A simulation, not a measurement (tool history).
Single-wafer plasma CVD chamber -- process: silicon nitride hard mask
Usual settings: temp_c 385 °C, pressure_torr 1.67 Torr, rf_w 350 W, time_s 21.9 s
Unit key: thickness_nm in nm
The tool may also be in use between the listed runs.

| run | hour | temp_c | pressure_torr | rf_w | time_s | wafers since the last listed run | hours since the last thermocouple change | hours since the last RF generator calibration | hours since the last manometer calibration | hours since the showerhead was replaced | hours since the gauge calibration | read-back reference wafer on the same gauge, thickness_nm | thickness_nm |
|---|---|---|---|---|---|---|---|---|---|---|---|---|---|
| 1 | 0.0 | 385 | 1.67 | 350 | 21.9 | 0 | 921.2 | 1730.3 | 1068.8 | 6657.8 | 103.4 | 26.603 | 25.595 |
| 2 | 7.1 | 385 | 1.67 | 350 | 21.9 | 214 | 928.3 | 1737.4 | 1075.9 | 6664.9 | 110.5 | 26.628 | 25.486 |
| 3 | 24.4 | 385 | 1.67 | 350 | 21.9 | 522 | 945.6 | 1754.7 | 1093.2 | 6682.2 | 127.8 | 26.626 | 25.632 |
|  | 42.5 | RF generator calibrated |
| 4 | 43.0 | 385 | 1.67 | 350 | 21.9 | 320 | 964.2 | 0.5 | 1111.8 | 6700.8 | 146.4 | 26.562 | 27.222 |
| 5 | 50.1 | 385 | 1.67 | 350 | 21.9 | 214 | 971.3 | 7.6 | 1118.9 | 6707.9 | 153.5 | 26.608 | 27.120 |
| 6 | 56.9 | 385 | 1.67 | 350 | 21.9 | 205 | 978.1 | 14.4 | 1125.7 | 6714.7 | 160.3 | 26.583 | 27.189 |
| 7 | 68.0 | 385 | 1.67 | 350 | 21.9 | 335 | 989.2 | 25.5 | 1136.8 | 6725.8 | 171.4 | 26.595 | 27.083 |
| 8 | 79.5 | 385 | 1.67 | 350 | 21.9 | 347 | 1000.7 | 37.0 | 1148.3 | 6737.3 | 182.9 | 26.600 | 27.194 |
| 9 | 96.3 | 385 | 1.67 | 350 | 21.9 | 507 | 1017.5 | 53.8 | 1165.1 | 6754.1 | 199.7 | 26.589 | 27.079 |
|  | 113.0 | showerhead replaced |
| 10 | 113.5 | 385 | 1.67 | 350 | 21.9 | 277 | 1034.7 | 71.0 | 1182.3 | 0.5 | 216.9 | 26.593 | 27.054 |
| 11 | 113.8 | 385 | 1.67 | 350 | 21.9 | 9 | 1035.0 | 71.3 | 1182.6 | 0.8 | 217.2 | 26.599 | 26.861 |
| 12 | 119.6 | 391 | 1.41 | 350 | 24.6 | 175 | 1040.8 | 77.1 | 1188.4 | 6.6 | 223.0 | 26.621 | 28.994 |
| 13 | 126.3 | 385 | 1.67 | 350 | 21.9 | 202 | 1047.5 | 83.8 | 1195.1 | 13.3 | 229.7 | 26.573 | 26.898 |
| 14 | 139.0 | 385 | 1.67 | 350 | 24.1 | 383 | 1060.2 | 96.5 | 1207.8 | 26.0 | 242.4 | 26.599 | 29.571 |
|  | 149.3 | thermocouple changed; heater temperature recalibrated |
| 15 | 156.0 | 381 | 2.06 | 370 | 20.3 | 271 | 6.7 | 113.5 | 1224.8 | 43.0 | 259.4 | 26.596 | 27.534 |
| 16 | 169.7 | 385 | 1.67 | 350 | 21.9 | 413 | 20.4 | 127.2 | 1238.5 | 56.7 | 273.1 | 26.593 | 26.927 |

For run 17, what comes out?
| 17 | 178.0 | 396 | 1.67 | 350 | 23.5 | 250 | 28.7 | 135.5 | 1246.8 | 65.0 | 281.4 | ? | ? |

read-back reference wafer on the same gauge, thickness_nm: 26.581
thickness_nm: 28.698 nm
The same run, on a tool lacking any hidden state, would have yielded thickness_nm 29.351 nm.

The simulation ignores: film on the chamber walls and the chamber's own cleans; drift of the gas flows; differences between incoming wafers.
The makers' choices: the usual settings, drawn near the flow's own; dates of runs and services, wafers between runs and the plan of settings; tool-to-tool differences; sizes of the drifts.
